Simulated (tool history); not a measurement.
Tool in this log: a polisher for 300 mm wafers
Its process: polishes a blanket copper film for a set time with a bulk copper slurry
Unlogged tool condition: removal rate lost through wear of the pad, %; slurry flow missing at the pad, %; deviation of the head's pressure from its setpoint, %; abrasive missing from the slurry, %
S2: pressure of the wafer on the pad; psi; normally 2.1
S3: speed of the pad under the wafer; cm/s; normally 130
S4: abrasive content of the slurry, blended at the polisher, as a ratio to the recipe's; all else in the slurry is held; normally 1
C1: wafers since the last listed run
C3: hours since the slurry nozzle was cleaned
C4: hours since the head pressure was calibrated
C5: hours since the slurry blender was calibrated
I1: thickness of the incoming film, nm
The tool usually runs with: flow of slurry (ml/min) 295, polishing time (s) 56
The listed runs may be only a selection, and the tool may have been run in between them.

Run 1, hour 0: usual settings but S2 1.9 psi; C1 0; wafers polished on this pad 690; C3 771.9; C4 978.7; C5 90.7; I1 3413.4. Result: film removed (Å) 3833.
Run 2, hour 12.9: usual settings but S2 1.9 psi; C1 100; wafers polished on this pad 791; C3 784.8; C4 991.6; C5 103.6; I1 3329.6. Result: film removed (Å) 3816.
At hour 25: worn pad replaced by a new one.
Run 3, hour 25.5: usual settings but S4 1.05; C1 67; wafers polished on this pad 4; C3 797.4; C4 1004.2; C5 116.2; I1 3379.1. Result: film removed (Å) 4311.
Run 4, hour 33.5: usual settings but S4 1.05; C1 62; wafers polished on this pad 66; C3 805.4; C4 1012.2; C5 124.2; I1 3377.6. Result: film removed (Å) 4193.
Run 5, hour 42.4: usual settings; C1 69; wafers polished on this pad 136; C3 814.3; C4 1021.1; C5 133.1; I1 3334.1. Result: film removed (Å) 4189.
Run 6, hour 59.8: usual settings; C1 136; wafers polished on this pad 272; C3 831.7; C4 1038.5; C5 150.5; I1 3333.3. Result: film removed (Å) 4122.
At hour 68.4: slurry nozzle cleaned.
Run 7, hour 71.6: usual settings; C1 84; wafers polished on this pad 356; C3 3.2; C4 1050.3; C5 162.3; I1 3356.7. Result: film removed (Å) 4075.
Run 8, hour 87.5: usual settings but S2 1.7 psi; C1 124; wafers polished on this pad 481; C3 19.1; C4 1066.2; C5 178.2; I1 3367.5. Result: film removed (Å) 3346.
Run 9, hour 101: usual settings but S2 1.7 psi; C1 105; wafers polished on this pad 586; C3 32.6; C4 1079.7; C5 191.7; I1 3313. Result: film removed (Å) 3398.
Run 10, hour 112.5: usual settings but S2 1.7 psi; C1 89; wafers polished on this pad 676; C3 44.1; C4 1091.2; C5 203.2; I1 3352. Result: film removed (Å) 3458.
At hour 118.1: worn pad replaced by a new one.
Run 11, hour 122.5: usual settings but S3 158 cm/s; C1 46; wafers polished on this pad 34; C3 54.1; C4 1101.2; C5 213.2; I1 3299.4. Result: film removed (Å) 5068.
Run 12, hour 134.3: usual settings but S2 2.5 psi, S4 0.8; C1 92; wafers polished on this pad 126; C3 65.9; C4 1113; C5 225; I1 3369.8. Result: film removed (Å) 4820.
Run 13, hour 144.5: usual settings but flow of slurry (ml/min) 350, polishing time (s) 63; C1 79; wafers polished on this pad 206; C3 76.1; C4 1123.2; C5 235.2; I1 3421.9. Result: film removed (Å) 4789.
Run 14, hour 151.4: usual settings but flow of slurry (ml/min) 340, S4 1.3; C1 53; wafers polished on this pad 260; C3 83; C4 1130.1; C5 242.1; I1 3400.9. Result: film removed (Å) 4435.
At hour 161.3: slurry blender recalibrated.
At hour 162.5: head pressure recalibrated.
Run 15, hour 163: usual settings; C1 65; wafers polished on this pad 325; C3 94.6; C4 0.5; C5 1.7; I1 3318.7. Result: film removed (Å) 4416.
Run 16, hour 167.3: usual settings but S4 1.15; C1 33; wafers polished on this pad 359; C3 98.9; C4 4.8; C5 6; I1 3344.1. Result: film removed (Å) 4530.
Run 17, hour 183.5: usual settings but flow of slurry (ml/min) 255, S2 1.8 psi, S4 1.15, polishing time (s) 70; C1 126; wafers polished on this pad 486; C3 115.1; C4 21; C5 22.2; I1 3339.5. Result: film removed (Å) 4873.
Run 18, hour 194.6: usual settings but S2 1.9 psi; C1 86; wafers polished on this pad 572; C3 126.2; C4 32.1; C5 33.3; I1 3343.6. Result: film removed (Å) 4007.
Run 19, hour 212.1: usual settings but S4 0.75; C1 136; wafers polished on this pad 709; C3 143.7; C4 49.6; C5 50.8; I1 3373.5. Result: film removed (Å) 4055.
At hour 216.2: worn pad replaced by a new one.
Run 20, hour 228: usual settings but S2 1.9 psi; C1 93; wafers polished on this pad 92; C3 159.6; C4 65.5; C5 66.7; I1 3353.3. Result: film removed (Å) 3908.
Run 21, hour 238.3: usual settings but S3 92 cm/s; C1 80; wafers polished on this pad 173; C3 169.9; C4 75.8; C5 77; I1 3347.5. Result: film removed (Å) 3085.
Run 22, hour 247.1: usual settings but S3 152 cm/s, polishing time (s) 67; C1 68; wafers polished on this pad 242; C3 178.7; C4 84.6; C5 85.8; I1 3353.8. Result: film removed (Å) 5974.

Run 23 has not been measured yet. What should we expect?
Run 23, hour 254: usual settings; C1 53; wafers polished on this pad 296; C3 185.6; C4 91.5; C5 92.7; I1 3372.7. Result: film removed (Å) ?.

Run 23 gave film removed (Å) 4363.
Take away the tool's hidden state, keep the run-to-run variation as it was, and the same run would have given film removed (Å) 4596.

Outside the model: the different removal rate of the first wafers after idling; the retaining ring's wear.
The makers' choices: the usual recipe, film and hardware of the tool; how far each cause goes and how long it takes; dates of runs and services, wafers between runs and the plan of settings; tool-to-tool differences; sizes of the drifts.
